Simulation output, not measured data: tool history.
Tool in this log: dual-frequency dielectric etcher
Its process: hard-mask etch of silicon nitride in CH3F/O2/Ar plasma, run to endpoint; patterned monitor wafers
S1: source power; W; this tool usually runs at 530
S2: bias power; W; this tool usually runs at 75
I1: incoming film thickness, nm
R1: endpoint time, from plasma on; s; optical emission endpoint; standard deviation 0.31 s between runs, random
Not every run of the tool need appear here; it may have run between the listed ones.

run,hour,S1,S2,I1,R1
1,0.0,530,75,38.21,46.3
2,26.0,440,75,38.03,48.2
3,63.2,440,75,38.05,48.2
4,116.6,560,75,38.07,44.5
5,157.9,560,75,38.24,45.2
6,188.6,560,75,38.04,44.5
7,225.3,610,75,38.26,43.6
8,271.4,530,75,37.85,45.4
9,317.2,640,75,38.22,43.2
# hour 337.2: source power generator calibrated
# hour 362.2: wet clean of the chamber
10,362.9,530,75,38.18,45.4
# hour 386.0: bias power generator calibrated
11,410.7,620,82,38.40,41.9
# hour 462.2: upper electrode replaced
12,469.4,420,66,38.07,52.1
13,528.2,530,75,37.69,45.5
14,571.2,440,63,37.94,50.9
15,635.4,620,82,37.89,41.4
16,669.9,590,66,38.48,47.2

Alternative continuations, all from the tool just after run 16; predict every row:
A,670.3,530,75,38.17,?
B,670.3,580,65,38.17,?
C,670.3,450,57,38.17,?
D,670.3,470,81,38.17,?

run,R1
A,46.0
B,47.1
C,53.9
D,46.4
The same runs, with their run-to-run variation unchanged, on a tool lacking any hidden condition would have given:
run,R1
A,46.0
B,47.1
C,53.9
D,46.4
